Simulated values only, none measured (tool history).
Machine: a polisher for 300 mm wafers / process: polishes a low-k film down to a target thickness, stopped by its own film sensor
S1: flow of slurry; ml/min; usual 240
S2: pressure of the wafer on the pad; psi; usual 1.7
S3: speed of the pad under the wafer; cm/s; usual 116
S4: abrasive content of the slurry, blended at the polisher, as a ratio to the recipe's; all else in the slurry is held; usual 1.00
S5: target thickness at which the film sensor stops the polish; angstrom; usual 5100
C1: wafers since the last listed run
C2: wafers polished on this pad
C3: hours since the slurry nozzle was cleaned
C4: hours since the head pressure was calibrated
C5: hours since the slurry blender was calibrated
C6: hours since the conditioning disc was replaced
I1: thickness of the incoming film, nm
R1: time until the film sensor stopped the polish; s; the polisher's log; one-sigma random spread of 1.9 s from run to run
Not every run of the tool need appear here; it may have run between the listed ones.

run	day	S1	S2	S3	S4	S5	C1	C2	C3	C4	C5	C6	I1	R1
1	0.000	240	2.1	116	1.00	5100	0	111	566.0	318.9	220.3	163.7	565.2	139.0
# day 0.871: slurry blender recalibrated
2	0.892	240	1.7	116	1.00	5100	192	304	587.4	340.3	0.5	185.1	553.3	109.7
3	1.592	240	1.7	116	1.00	5100	167	471	604.2	357.1	17.3	201.9	562.9	134.8
# day 2.492: conditioning disc replaced and pad reconditioned
4	2.767	240	1.7	116	1.00	5100	260	731	632.4	385.3	45.5	6.6	566.4	138.3
5	3.929	240	1.7	116	1.00	5100	277	1009	660.3	413.2	73.4	34.5	566.5	139.2
# day 5.333: worn pad replaced by a new one
6	5.408	240	1.7	116	1.00	5100	313	18	695.8	448.7	108.9	70.0	571.1	157.1
7	6.067	240	1.7	116	1.00	5100	157	175	711.6	464.5	124.7	85.8	556.0	116.7
8	7.675	240	1.7	116	1.00	5100	383	558	750.2	503.1	163.3	124.4	564.5	148.9
# day 9.108: head pressure recalibrated
9	9.129	240	1.7	116	1.00	5100	327	885	785.1	0.5	198.2	159.3	567.3	168.3
10	9.958	240	1.7	116	1.00	5100	197	1083	805.0	20.4	218.1	179.2	563.1	160.1
# day 10.296: slurry nozzle cleaned
# day 10.629: slurry blender recalibrated
11	10.683	240	1.7	130	1.00	5100	143	1226	9.3	37.8	1.3	196.6	565.9	132.9
# day 11.500: worn pad replaced by a new one
# day 13.050: conditioning disc replaced and pad reconditioned
12	13.392	170	2.2	132	1.00	5030	586	431	74.3	102.8	66.3	8.2	552.4	91.0
13	14.212	210	1.3	116	1.00	5170	195	627	94.0	122.5	86.0	27.9	567.4	168.2
14	15.504	180	1.7	116	1.00	5100	308	935	125.0	153.5	117.0	58.9	563.8	143.7
15	16.442	240	1.7	142	1.00	5100	223	1159	147.5	176.0	139.5	81.4	556.3	103.9
16	17.142	240	1.7	116	1.00	5100	167	1326	164.3	192.8	156.3	98.2	558.1	128.7
17	17.788	240	1.7	116	1.00	5100	154	1480	179.8	208.3	171.8	113.7	557.2	133.1
18	18.579	240	1.7	116	1.00	5100	188	1669	198.8	227.3	190.8	132.7	556.6	136.5
# day 19.029: worn pad replaced by a new one
# day 19.408: slurry blender recalibrated
19	19.467	300	1.7	116	1.00	5240	152	84	220.1	248.6	1.4	154.0	558.5	84.7
20	20.012	240	1.3	116	1.15	5100	130	215	233.2	261.7	14.5	167.1	556.9	135.5
21	21.400	240	1.5	116	1.00	5100	331	546	266.5	295.0	47.8	200.4	555.8	130.0
22	22.092	240	1.7	116	1.00	5100	165	711	283.1	311.6	64.4	217.0	563.6	136.6
# day 22.367: conditioning disc replaced and pad reconditioned
23	23.196	240	1.7	154	0.90	4930	243	954	309.6	338.1	90.9	19.9	564.6	152.3
24	24.267	240	1.7	116	1.30	5100	255	1210	335.3	363.8	116.6	45.6	557.1	100.0
# day 25.000: worn pad replaced by a new one
25	25.500	240	1.7	116	1.10	4960	254	118	364.9	393.4	146.2	75.2	563.2	166.1
26	26.438	275	1.7	116	1.00	5100	223	342	387.4	415.9	168.7	97.7	567.3	153.0

Here are 3 independent what-if runs from the current tool condition. What would each one return?
A	26.458	240	1.7	116	1.00	5100	4	347	387.9	416.4	169.2	98.2	563.4	?
B	26.458	290	1.7	126	1.00	5100	4	347	387.9	416.4	169.2	98.2	563.4	?
C	26.458	300	1.7	134	0.70	5040	4	347	387.9	416.4	169.2	98.2	563.4	?

run	R1
A	142.7
B	131.2
C	189.5
What these runs would have given with no unlogged condition in the tool:
run	R1
A	124.8
B	114.4
C	160.3
